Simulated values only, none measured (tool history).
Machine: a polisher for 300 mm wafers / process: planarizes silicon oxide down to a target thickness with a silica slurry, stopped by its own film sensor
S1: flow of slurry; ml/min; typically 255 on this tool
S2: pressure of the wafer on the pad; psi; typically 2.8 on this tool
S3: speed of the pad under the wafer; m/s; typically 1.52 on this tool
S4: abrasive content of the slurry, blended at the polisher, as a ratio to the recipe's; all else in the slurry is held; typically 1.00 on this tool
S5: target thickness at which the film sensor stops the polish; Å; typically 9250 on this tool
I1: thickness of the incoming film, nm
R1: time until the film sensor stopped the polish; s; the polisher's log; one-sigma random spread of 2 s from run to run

run,day,S1,S2,S3,S4,S5,I1,R1
1,0.000,255,3.1,1.52,1.00,9250,1348.6,160.0
2,1.125,255,2.8,1.52,1.00,9250,1314.0,167.6
# day 1.792: worn pad replaced by a new one
3,2.117,255,2.8,1.52,1.00,9250,1321.7,169.4
4,3.217,255,2.8,1.52,1.00,9250,1320.3,168.6
5,4.104,255,2.3,1.52,1.00,9250,1332.1,216.6
6,5.154,255,2.8,1.52,1.10,9250,1333.3,177.7
# day 5.550: slurry nozzle cleaned
# day 5.617: conditioning disc replaced and pad reconditioned
7,6.146,255,2.8,1.52,1.10,9250,1335.9,177.3
# day 7.350: slurry blender recalibrated
# day 7.362: worn pad replaced by a new one
8,7.383,255,2.8,1.52,1.00,9250,1332.1,171.2
9,8.162,255,2.8,1.52,1.00,9250,1325.7,169.9
10,9.088,255,2.8,1.52,1.00,9250,1334.4,175.2
11,9.871,255,2.8,1.52,1.10,9250,1346.3,171.6
12,10.867,255,2.8,1.52,0.75,8470,1333.8,239.8
# day 11.808: worn pad replaced by a new one
13,11.829,255,2.1,1.52,0.70,9250,1326.6,280.1
# day 12.475: head pressure recalibrated
14,12.488,255,3.4,1.52,1.00,9250,1335.8,145.7
15,13.738,255,3.6,1.52,1.20,8820,1351.9,148.0
16,15.150,255,2.3,1.52,1.00,9250,1329.5,223.7
17,16.229,225,2.8,1.52,1.00,8470,1335.9,228.8
# day 17.104: worn pad replaced by a new one
18,17.125,280,3.8,1.52,0.70,9250,1309.2,164.7
19,17.729,255,2.8,1.52,1.00,9250,1337.2,203.7

Each row is a separate what-if for the run after 19, all from the same tool condition, not one after another. Results?
A,17.750,255,2.8,1.52,1.30,9250,1318.4,?
B,17.750,255,2.0,1.52,1.00,7910,1318.4,?
C,17.750,330,2.2,1.66,1.25,9250,1318.4,?
D,17.750,255,3.3,1.52,0.75,9250,1318.4,?
E,17.750,220,2.3,1.78,1.10,9250,1318.4,?

run,R1
A,171.7
B,367.5
C,203.5
D,195.3
E,202.4
Take away the tool's hidden state, keep each run's random variation, and the runs would have read:
run,R1
A,147.5
B,308.7
C,174.3
D,160.2
E,171.4
